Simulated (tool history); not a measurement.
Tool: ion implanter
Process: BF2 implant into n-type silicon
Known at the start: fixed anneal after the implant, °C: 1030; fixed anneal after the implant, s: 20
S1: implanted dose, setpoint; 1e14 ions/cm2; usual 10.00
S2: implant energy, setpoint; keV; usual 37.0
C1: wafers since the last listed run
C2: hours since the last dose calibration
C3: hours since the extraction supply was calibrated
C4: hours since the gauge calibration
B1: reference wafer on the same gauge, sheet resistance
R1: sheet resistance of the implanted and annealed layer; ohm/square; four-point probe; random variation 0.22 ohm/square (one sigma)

{"run": 1, "hour": 0.0, "S1": 10.0, "S2": 37.0, "C1": 0, "C2": 1064.3, "C3": 2819.1, "C4": 253.8, "B1": 143.98, "R1": 149.83}
{"run": 2, "hour": 27.1, "S1": 10.0, "S2": 37.0, "C1": 257, "C2": 1091.4, "C3": 2846.2, "C4": 280.9, "B1": 144.02, "R1": 149.07}
{"run": 3, "hour": 190.8, "S1": 10.0, "S2": 45.0, "C1": 1552, "C2": 1255.1, "C3": 3009.9, "C4": 444.6, "B1": 143.91, "R1": 143.33}
{"hour": 198.2, "done": "gauge calibrated"}
{"run": 4, "hour": 257.2, "S1": 10.0, "S2": 45.0, "C1": 629, "C2": 1321.5, "C3": 3076.3, "C4": 59.0, "B1": 143.99, "R1": 144.0}
{"run": 5, "hour": 284.2, "S1": 10.0, "S2": 45.0, "C1": 256, "C2": 1348.5, "C3": 3103.3, "C4": 86.0, "B1": 144.03, "R1": 143.82}
{"run": 6, "hour": 311.1, "S1": 10.0, "S2": 43.5, "C1": 255, "C2": 1375.4, "C3": 3130.2, "C4": 112.9, "B1": 143.97, "R1": 145.03}
{"run": 7, "hour": 335.5, "S1": 10.0, "S2": 43.5, "C1": 231, "C2": 1399.8, "C3": 3154.6, "C4": 137.3, "B1": 144.0, "R1": 144.88}
{"hour": 393.6, "done": "Faraday cup replaced and dose calibrated"}
{"run": 8, "hour": 394.1, "S1": 10.0, "S2": 37.0, "C1": 479, "C2": 0.5, "C3": 3213.2, "C4": 195.9, "B1": 144.0, "R1": 148.01}
{"run": 9, "hour": 429.6, "S1": 10.0, "S2": 37.0, "C1": 336, "C2": 36.0, "C3": 3248.7, "C4": 231.4, "B1": 143.99, "R1": 147.75}
{"run": 10, "hour": 499.4, "S1": 7.15, "S2": 24.5, "C1": 661, "C2": 105.8, "C3": 3318.5, "C4": 301.2, "B1": 144.08, "R1": 204.29}
{"hour": 531.7, "done": "extraction supply calibrated"}
{"run": 11, "hour": 553.7, "S1": 10.0, "S2": 37.0, "C1": 439, "C2": 160.1, "C3": 22.0, "C4": 355.5, "B1": 144.03, "R1": 147.92}
{"run": 12, "hour": 622.2, "S1": 7.18, "S2": 24.5, "C1": 649, "C2": 228.6, "C3": 90.5, "C4": 424.0, "B1": 143.96, "R1": 203.28}
{"hour": 623.4, "done": "gauge calibrated"}
{"run": 13, "hour": 671.2, "S1": 12.31, "S2": 29.0, "C1": 464, "C2": 277.6, "C3": 139.5, "C4": 47.8, "B1": 143.99, "R1": 142.58}
{"run": 14, "hour": 702.9, "S1": 11.57, "S2": 28.0, "C1": 300, "C2": 309.3, "C3": 171.2, "C4": 79.5, "B1": 143.99, "R1": 148.59}
{"run": 15, "hour": 763.1, "S1": 12.03, "S2": 25.0, "C1": 570, "C2": 369.5, "C3": 231.4, "C4": 139.7, "B1": 143.98, "R1": 151.51}
{"run": 16, "hour": 799.2, "S1": 11.59, "S2": 31.5, "C1": 342, "C2": 405.6, "C3": 267.5, "C4": 175.8, "B1": 144.01, "R1": 142.8}

3 ways to go on from here, each from the tool as it stands after run 16. What would each give?
{"run": "A", "hour": 799.6, "S1": 10.8, "S2": 37.0, "C1": 3, "C2": 406.0, "C3": 267.9, "C4": 176.2, "B1": "?", "R1": "?"}
{"run": "B", "hour": 799.6, "S1": 10.0, "S2": 48.5, "C1": 3, "C2": 406.0, "C3": 267.9, "C4": 176.2, "B1": "?", "R1": "?"}
{"run": "C", "hour": 799.6, "S1": 12.45, "S2": 45.0, "C1": 3, "C2": 406.0, "C3": 267.9, "C4": 176.2, "B1": "?", "R1": "?"}

run=A B1=143.97 R1=141.41
run=B B1=143.97 R1=140.04
run=C B1=143.97 R1=123.78
Without the tool's hidden state the same runs would have given:
run=A R1=141.27
run=B R1=139.88
run=C R1=123.67

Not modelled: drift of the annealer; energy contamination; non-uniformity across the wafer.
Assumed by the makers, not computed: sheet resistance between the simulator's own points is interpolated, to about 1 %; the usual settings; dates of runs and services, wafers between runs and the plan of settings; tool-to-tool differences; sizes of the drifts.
